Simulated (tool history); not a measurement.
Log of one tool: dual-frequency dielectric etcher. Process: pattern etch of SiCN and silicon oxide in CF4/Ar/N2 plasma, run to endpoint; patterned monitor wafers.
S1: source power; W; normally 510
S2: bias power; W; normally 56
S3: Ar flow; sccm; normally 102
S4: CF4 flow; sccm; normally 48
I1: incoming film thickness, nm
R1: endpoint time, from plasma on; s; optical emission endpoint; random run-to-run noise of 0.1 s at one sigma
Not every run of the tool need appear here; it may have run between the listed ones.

| run | hour | S1 | S2 | S3 | S4 | I1 | R1 |
|---|---|---|---|---|---|---|---|
| 1 | 0 | 510 | 56 | 102 | 48 | 15.87 | 18.2 |
| 2 | 94.4 | 510 | 56 | 94 | 48 | 15.73 | 17.3 |
|  | 105.2 | bias power generator calibrated |
|  | 166.4 | wet clean of the chamber |
| 3 | 166.9 | 510 | 56 | 94 | 48 | 16.03 | 18.4 |
| 4 | 244.5 | 510 | 56 | 94 | 48 | 15.75 | 17.8 |
| 5 | 298.2 | 460 | 51 | 102 | 56 | 15.89 | 19 |
| 6 | 401.3 | 510 | 56 | 82 | 57 | 15.93 | 16.8 |
| 7 | 452.3 | 510 | 56 | 87 | 48 | 15.86 | 17.4 |
| 8 | 514.1 | 510 | 56 | 102 | 48 | 15.74 | 17.9 |
|  | 590.6 | source power generator calibrated |
| 9 | 612.1 | 510 | 56 | 102 | 48 | 15.99 | 18.1 |
| 10 | 766 | 470 | 66 | 102 | 48 | 15.7 | 18 |
|  | 798.1 | wet clean of the chamber |
| 11 | 822.5 | 510 | 50 | 102 | 48 | 15.79 | 18.6 |
|  | 871.8 | Ar flow controller replaced |
| 12 | 905.1 | 510 | 50 | 102 | 59 | 15.87 | 17.6 |
| 13 | 971.1 | 510 | 56 | 102 | 48 | 15.86 | 18.2 |
|  | 1025.7 | upper electrode replaced, of another model than before |
| 14 | 1057.4 | 510 | 56 | 110 | 48 | 15.95 | 18.3 |
| 15 | 1163.9 | 510 | 56 | 102 | 48 | 15.88 | 17.9 |
| 16 | 1238.3 | 550 | 56 | 94 | 48 | 15.95 | 16.4 |
|  | 1331.8 | CF4 flow controller replaced |
| 17 | 1340.9 | 420 | 66 | 102 | 38 | 15.96 | 23.2 |
| 18 | 1398.1 | 510 | 47 | 102 | 48 | 15.99 | 18.2 |
|  | 1470.1 | wet clean of the chamber |
| 19 | 1470.6 | 510 | 46 | 111 | 54 | 15.95 | 18.5 |
| 20 | 1494.9 | 560 | 56 | 82 | 44 | 15.86 | 16.3 |
| 21 | 1679.2 | 510 | 45 | 102 | 40 | 15.89 | 19.7 |
| 22 | 1893.3 | 510 | 42 | 102 | 48 | 15.83 | 18.5 |
|  | 1999.6 | wet clean of the chamber |
| 23 | 2000.1 | 510 | 56 | 78 | 48 | 15.96 | 17.3 |

5 options for the next run, each taken on its own from the tool as it stands now. Forecast them:
| A | 2000.5 | 510 | 56 | 102 | 48 | 15.86 | ? |
| B | 2000.5 | 640 | 65 | 114 | 48 | 15.86 | ? |
| C | 2000.5 | 510 | 56 | 121 | 48 | 15.86 | ? |
| D | 2000.5 | 510 | 68 | 102 | 48 | 15.86 | ? |
| E | 2000.5 | 510 | 47 | 77 | 48 | 15.86 | ? |

| run | R1 |
|---|---|
| A | 18.4 |
| B | 14.7 |
| C | 19 |
| D | 18 |
| E | 17.8 |
With the hidden condition removed and each run's random variation left untouched, the same runs would have given:
| run | R1 |
|---|---|
| A | 18.4 |
| B | 14.7 |
| C | 19.1 |
| D | 18 |
| E | 17.8 |

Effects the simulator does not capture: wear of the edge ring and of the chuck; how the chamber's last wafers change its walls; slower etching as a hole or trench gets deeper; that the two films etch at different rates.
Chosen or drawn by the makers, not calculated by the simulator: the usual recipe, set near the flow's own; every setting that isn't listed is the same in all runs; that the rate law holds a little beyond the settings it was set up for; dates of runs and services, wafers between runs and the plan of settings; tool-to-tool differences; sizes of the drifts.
